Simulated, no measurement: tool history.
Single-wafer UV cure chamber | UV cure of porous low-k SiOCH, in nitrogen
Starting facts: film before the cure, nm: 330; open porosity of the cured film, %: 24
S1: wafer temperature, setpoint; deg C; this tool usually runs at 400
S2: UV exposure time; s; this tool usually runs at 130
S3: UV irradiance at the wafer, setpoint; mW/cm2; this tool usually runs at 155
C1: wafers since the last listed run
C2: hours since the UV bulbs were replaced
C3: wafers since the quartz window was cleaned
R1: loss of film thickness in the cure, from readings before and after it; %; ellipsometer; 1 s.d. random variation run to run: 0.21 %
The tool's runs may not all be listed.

{"run": 1, "hour": 0.0, "S1": 405, "S2": 130, "S3": 155, "C1": 0, "C2": 2667.6, "C3": 536, "R1": 12.311}
{"run": 2, "hour": 6.4, "S1": 405, "S2": 130, "S3": 155, "C1": 77, "C2": 2674, "C3": 614, "R1": 12.057}
{"run": 3, "hour": 36.4, "S1": 400, "S2": 130, "S3": 155, "C1": 365, "C2": 2704, "C3": 980, "R1": 11.847}
{"run": 4, "hour": 48.8, "S1": 400, "S2": 110, "S3": 155, "C1": 150, "C2": 2716.4, "C3": 1131, "R1": 10.484}
{"hour": 62.3, "done": "quartz window cleaned"}
{"run": 5, "hour": 62.8, "S1": 400, "S2": 110, "S3": 155, "C1": 73, "C2": 2730.4, "C3": 6, "R1": 11.852}
{"run": 6, "hour": 69.5, "S1": 400, "S2": 130, "S3": 142, "C1": 81, "C2": 2737.1, "C3": 88, "R1": 12.035}
{"run": 7, "hour": 103.9, "S1": 400, "S2": 130, "S3": 155, "C1": 418, "C2": 2771.5, "C3": 507, "R1": 12.458}
{"run": 8, "hour": 111.8, "S1": 389, "S2": 130, "S3": 155, "C1": 96, "C2": 2779.4, "C3": 603, "R1": 11.988}
{"run": 9, "hour": 123.7, "S1": 400, "S2": 130, "S3": 125, "C1": 144, "C2": 2791.3, "C3": 748, "R1": 10.817}
{"run": 10, "hour": 139.9, "S1": 400, "S2": 130, "S3": 125, "C1": 197, "C2": 2807.5, "C3": 945, "R1": 10.695}
{"hour": 152.3, "done": "quartz window cleaned"}
{"run": 11, "hour": 152.8, "S1": 400, "S2": 130, "S3": 125, "C1": 59, "C2": 2820.4, "C3": 5, "R1": 11.321}
{"run": 12, "hour": 158.4, "S1": 400, "S2": 130, "S3": 155, "C1": 68, "C2": 2826, "C3": 73, "R1": 12.565}
{"run": 13, "hour": 173.9, "S1": 400, "S2": 130, "S3": 155, "C1": 188, "C2": 2841.5, "C3": 262, "R1": 12.548}
{"run": 14, "hour": 182.4, "S1": 400, "S2": 130, "S3": 155, "C1": 103, "C2": 2850, "C3": 366, "R1": 12.407}
{"run": 15, "hour": 192.3, "S1": 400, "S2": 130, "S3": 155, "C1": 120, "C2": 2859.9, "C3": 486, "R1": 12.31}
{"run": 16, "hour": 209.4, "S1": 400, "S2": 130, "S3": 155, "C1": 208, "C2": 2877, "C3": 694, "R1": 12.431}
{"run": 17, "hour": 219.9, "S1": 400, "S2": 130, "S3": 155, "C1": 127, "C2": 2887.5, "C3": 822, "R1": 12.387}
{"run": 18, "hour": 231.4, "S1": 400, "S2": 130, "S3": 155, "C1": 140, "C2": 2899, "C3": 962, "R1": 11.777}
{"run": 19, "hour": 240.9, "S1": 400, "S2": 130, "S3": 155, "C1": 115, "C2": 2908.5, "C3": 1078, "R1": 11.724}
{"run": 20, "hour": 251.0, "S1": 400, "S2": 150, "S3": 143, "C1": 122, "C2": 2918.6, "C3": 1201, "R1": 11.94}
{"hour": 265.2, "done": "UV bulbs replaced"}
{"hour": 271.7, "done": "quartz window cleaned"}
{"run": 21, "hour": 272.2, "S1": 400, "S2": 150, "S3": 143, "C1": 81, "C2": 7, "C3": 6, "R1": 13.228}
{"run": 22, "hour": 277.0, "S1": 414, "S2": 100, "S3": 174, "C1": 58, "C2": 11.8, "C3": 64, "R1": 12.203}
{"run": 23, "hour": 292.1, "S1": 409, "S2": 130, "S3": 119, "C1": 183, "C2": 26.9, "C3": 248, "R1": 11.155}
{"run": 24, "hour": 299.1, "S1": 382, "S2": 130, "S3": 155, "C1": 85, "C2": 33.9, "C3": 333, "R1": 11.795}
{"run": 25, "hour": 325.0, "S1": 406, "S2": 195, "S3": 194, "C1": 315, "C2": 59.8, "C3": 648, "R1": 15.402}
{"run": 26, "hour": 335.3, "S1": 384, "S2": 60, "S3": 194, "C1": 125, "C2": 70.1, "C3": 774, "R1": 9.081}
{"run": 27, "hour": 344.9, "S1": 410, "S2": 60, "S3": 195, "C1": 116, "C2": 79.7, "C3": 891, "R1": 9.123}
{"run": 28, "hour": 356.2, "S1": 406, "S2": 130, "S3": 155, "C1": 137, "C2": 91, "C3": 1028, "R1": 11.858}
{"run": 29, "hour": 369.0, "S1": 400, "S2": 170, "S3": 155, "C1": 155, "C2": 103.8, "C3": 1184, "R1": 12.788}
{"run": 30, "hour": 383.4, "S1": 388, "S2": 95, "S3": 169, "C1": 175, "C2": 118.2, "C3": 1359, "R1": 10.364}
{"hour": 392.3, "done": "quartz window cleaned"}
{"run": 31, "hour": 392.8, "S1": 390, "S2": 85, "S3": 155, "C1": 17, "C2": 127.6, "C3": 5, "R1": 10.392}
{"run": 32, "hour": 396.4, "S1": 400, "S2": 155, "S3": 137, "C1": 43, "C2": 131.2, "C3": 49, "R1": 12.759}
{"run": 33, "hour": 405.3, "S1": 400, "S2": 175, "S3": 155, "C1": 108, "C2": 140.1, "C3": 157, "R1": 14.143}
{"run": 34, "hour": 421.4, "S1": 400, "S2": 200, "S3": 175, "C1": 196, "C2": 156.2, "C3": 353, "R1": 15.518}
{"run": 35, "hour": 444.5, "S1": 400, "S2": 75, "S3": 155, "C1": 281, "C2": 179.3, "C3": 635, "R1": 9.354}
{"run": 36, "hour": 453.6, "S1": 400, "S2": 130, "S3": 155, "C1": 110, "C2": 188.4, "C3": 745, "R1": 12.106}
{"run": 37, "hour": 465.4, "S1": 400, "S2": 130, "S3": 195, "C1": 143, "C2": 200.2, "C3": 889, "R1": 12.459}
{"run": 38, "hour": 473.4, "S1": 400, "S2": 130, "S3": 155, "C1": 97, "C2": 208.2, "C3": 986, "R1": 11.843}
{"hour": 482.5, "done": "quartz window cleaned"}
{"run": 39, "hour": 491.3, "S1": 384, "S2": 65, "S3": 140, "C1": 120, "C2": 226.1, "C3": 107, "R1": 8.343}
{"run": 40, "hour": 506.8, "S1": 400, "S2": 130, "S3": 155, "C1": 188, "C2": 241.6, "C3": 295, "R1": 12.323}
{"run": 41, "hour": 519.6, "S1": 400, "S2": 175, "S3": 155, "C1": 155, "C2": 254.4, "C3": 451, "R1": 13.579}
{"run": 42, "hour": 525.7, "S1": 400, "S2": 65, "S3": 121, "C1": 74, "C2": 260.5, "C3": 525, "R1": 7.793}

Hidden state at the last listed run before each entry between runs and at the first one after, where it differs:
After run 4, before run 5: quartz window cleaned (hour 62.3)
  transmission lost against a clean window, %: 18.5 -> 0.16
  measured less the result without the state, R1: -0.961 -> -0.008 %
After run 10, before run 11: quartz window cleaned (hour 152.3)
  transmission lost against a clean window, %: 14.8 -> 0.324
  measured less the result without the state, R1: -0.769 -> -0.015 %
After run 20, before run 21: UV bulbs replaced (hour 265.2); quartz window cleaned (hour 271.7)
  transmission lost against a clean window, %: 19 -> 1.27
  measured less the result without the state, R1: -1.049 -> -0.065 %
After run 30, before run 31: quartz window cleaned (hour 392.3)
  transmission lost against a clean window, %: 22.4 -> 2.08
  measured less the result without the state, R1: -1.249 -> -0.101 %
After run 38, before run 39: quartz window cleaned (hour 482.5)
  transmission lost against a clean window, %: 17.4 -> 4.18
  measured less the result without the state, R1: -0.957 -> -0.195 %

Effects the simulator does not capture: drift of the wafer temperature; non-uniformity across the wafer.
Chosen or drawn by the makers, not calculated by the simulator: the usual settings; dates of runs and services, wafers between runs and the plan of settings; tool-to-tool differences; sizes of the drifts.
